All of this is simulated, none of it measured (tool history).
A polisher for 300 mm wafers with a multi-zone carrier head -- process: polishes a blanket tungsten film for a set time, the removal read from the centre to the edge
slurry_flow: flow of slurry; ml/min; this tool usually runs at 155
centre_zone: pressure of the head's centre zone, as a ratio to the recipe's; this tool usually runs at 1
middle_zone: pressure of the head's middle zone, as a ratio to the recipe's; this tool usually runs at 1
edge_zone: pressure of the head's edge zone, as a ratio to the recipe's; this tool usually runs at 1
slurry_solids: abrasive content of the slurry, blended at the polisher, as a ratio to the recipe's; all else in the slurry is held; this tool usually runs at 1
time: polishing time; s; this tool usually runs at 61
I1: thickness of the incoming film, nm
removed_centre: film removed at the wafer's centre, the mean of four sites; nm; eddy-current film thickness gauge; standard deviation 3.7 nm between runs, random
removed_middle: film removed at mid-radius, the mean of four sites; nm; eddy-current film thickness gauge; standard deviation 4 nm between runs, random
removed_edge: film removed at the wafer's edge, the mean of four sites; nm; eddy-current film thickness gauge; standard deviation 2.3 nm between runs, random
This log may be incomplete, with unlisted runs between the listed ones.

Run 1, hour 0: usual settings but slurry_solids 0.85; I1 1529.4. Result: removed_centre 272 nm, removed_middle 288.6 nm, removed_edge 292.3 nm.
Run 2, hour 13.7: usual settings but slurry_solids 0.85; I1 1506.6. Result: removed_centre 278.3 nm, removed_middle 290.5 nm, removed_edge 294.4 nm.
Run 3, hour 27.9: usual settings but slurry_flow 115 ml/min, middle_zone 1.06; I1 1529.7. Result: removed_centre 261 nm, removed_middle 303 nm, removed_edge 288.9 nm.
At hour 45.4: worn pad replaced by a new one.
Run 4, hour 56.8: usual settings; I1 1518.5. Result: removed_centre 286 nm, removed_middle 304.6 nm, removed_edge 304.5 nm.
At hour 60.9: centre zone pressure recalibrated.
At hour 69: edge zone pressure recalibrated.
Run 5, hour 69.5: usual settings; I1 1494.6. Result: removed_centre 265.7 nm, removed_middle 301.8 nm, removed_edge 303.9 nm.
Run 6, hour 79.4: usual settings; I1 1485.9. Result: removed_centre 263.2 nm, removed_middle 301.6 nm, removed_edge 304.1 nm.
Run 7, hour 96.6: usual settings; I1 1494.3. Result: removed_centre 253.2 nm, removed_middle 303 nm, removed_edge 307.3 nm.
Run 8, hour 103.3: usual settings but middle_zone 0.92; I1 1500.3. Result: removed_centre 258 nm, removed_middle 287.6 nm, removed_edge 304.7 nm.
At hour 107: centre zone pressure recalibrated, repeated, since the last time left the tool worse.
At hour 116.2: worn pad replaced by a new one.
Run 9, hour 117.5: usual settings; I1 1519.2. Result: removed_centre 308 nm, removed_middle 300.7 nm, removed_edge 307.2 nm.
Run 10, hour 127.2: usual settings; I1 1487.9. Result: removed_centre 298 nm, removed_middle 304.2 nm, removed_edge 302.9 nm.
Run 11, hour 136.7: usual settings; I1 1492.2. Result: removed_centre 310.7 nm, removed_middle 300.1 nm, removed_edge 306 nm.
Run 12, hour 152.8: usual settings but middle_zone 0.92, edge_zone 0.96, slurry_solids 0.8; I1 1508.9. Result: removed_centre 289.3 nm, removed_middle 263.1 nm, removed_edge 283.5 nm.
Run 13, hour 165.9: usual settings but time 41 s; I1 1502.6. Result: removed_centre 201.4 nm, removed_middle 198.2 nm, removed_edge 201.9 nm.
At hour 189.7: worn pad replaced by a new one.
At hour 217.5: carrier head's membrane replaced by a new one.
Run 14, hour 218: usual settings but slurry_solids 1.1, time 46 s; I1 1484.6. Result: removed_centre 231.9 nm, removed_middle 239.8 nm, removed_edge 235.8 nm.
At hour 232.6: slurry nozzle cleaned.
Run 15, hour 250.3: usual settings but slurry_flow 175 ml/min; I1 1503.1. Result: removed_centre 309.9 nm, removed_middle 306.7 nm, removed_edge 307.9 nm.
Run 16, hour 264.2: usual settings but centre_zone 1.1; I1 1487.4. Result: removed_centre 331.1 nm, removed_middle 297.9 nm, removed_edge 304.3 nm.
At hour 273.4: worn pad replaced by a new one.
Run 17, hour 275.3: usual settings; I1 1475.2. Result: removed_centre 301.3 nm, removed_middle 302.8 nm, removed_edge 301.4 nm.
Run 18, hour 281.6: usual settings but time 48 s; I1 1501.7. Result: removed_centre 240.7 nm, removed_middle 231.1 nm, removed_edge 238.2 nm.
Run 19, hour 297.9: usual settings but slurry_flow 100 ml/min, centre_zone 1.05, slurry_solids 0.85; I1 1520.6. Result: removed_centre 261.5 nm, removed_middle 267 nm, removed_edge 272.3 nm.
Run 20, hour 304.4: usual settings; I1 1491.2. Result: removed_centre 302.6 nm, removed_middle 303.8 nm, removed_edge 302.2 nm.
Run 21, hour 311.6: usual settings but middle_zone 1.05, edge_zone 0.89, time 51 s; I1 1507. Result: removed_centre 245.9 nm, removed_middle 267.6 nm, removed_edge 238.2 nm.
Run 22, hour 318.3: usual settings but middle_zone 0.88, edge_zone 1.05, slurry_solids 0.8, time 72 s; I1 1482.5. Result: removed_centre 340.4 nm, removed_middle 304.3 nm, removed_edge 347.7 nm.

Consider 3 possible next runs. They are alternatives, not a sequence: every one starts from the tool as it was left by run 22. What does each give?
Run A, hour 318.7: usual settings; I1 1489.7. Result: removed_centre ?, removed_middle ?, removed_edge ?.
Run B, hour 318.7: usual settings but edge_zone 0.97; I1 1489.7. Result: removed_centre ?, removed_middle ?, removed_edge ?.
Run C, hour 318.7: usual settings but slurry_flow 135 ml/min, middle_zone 0.94, edge_zone 0.92, slurry_solids 0.85; I1 1489.7. Result: removed_centre ?, removed_middle ?, removed_edge ?.

run  removed_centre  removed_middle  removed_edge
  A           296.1           302.4         306.1
  B           296.1           302.4         301.8
  C           275.3           268.2         277.8
Stripped of hidden state, with their random variation kept, the same runs would have yielded:
run  removed_centre  removed_middle  removed_edge
  A           302.5           302.4         306.1
  B           302.5           302.4         301.8
  C           281.3           268.1         277.8
